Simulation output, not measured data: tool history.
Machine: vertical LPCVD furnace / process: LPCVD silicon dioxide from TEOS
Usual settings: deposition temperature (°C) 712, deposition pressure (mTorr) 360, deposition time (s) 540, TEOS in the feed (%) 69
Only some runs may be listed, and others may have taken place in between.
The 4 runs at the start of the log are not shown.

run	hour	deposition temperature (°C)	deposition pressure (mTorr)	deposition time (s)	TEOS in the feed (%)	read-back reference wafer on the same gauge, thickness	film thickness on the monitor wafer in the middle of the boat (angstrom)
5	204.7	712	360	450	72	72.88	772.8
6	229.8	712	360	450	72	72.89	774.5
7	289.7	712	360	450	72	72.92	777.8
8	327.6	712	340	540	69	72.94	882.1
9	360.6	712	340	540	69	72.91	883.1
10	416.6	712	360	540	69	72.90	910.2
11	448.8	712	360	540	69	72.90	907.1
12	495.5	712	415	540	59	72.91	903.4
13	542.9	712	360	540	69	72.89	912.6
14	582.6	712	360	540	69	72.89	911.0
15	626.8	712	360	540	73	72.89	936.8
16	691.7	723	430	540	69	72.91	1275.8
# hour 744.0: gauge calibrated
17	763.5	712	305	540	69	72.89	841.8
18	823.0	721	360	540	64	72.90	1076.1
19	857.2	712	360	540	69	72.89	915.3
20	913.1	712	335	540	56	72.92	790.9

What does the tool deliver on the next run?
21	958.8	712	390	540	69	?	?

read-back reference wafer on the same gauge, thickness: 72.92
film thickness on the monitor wafer in the middle of the boat (angstrom): 949.1
If the tool had no hidden condition, the same run with the same run-to-run variation would have returned film thickness on the monitor wafer in the middle of the boat (angstrom) 936.8.
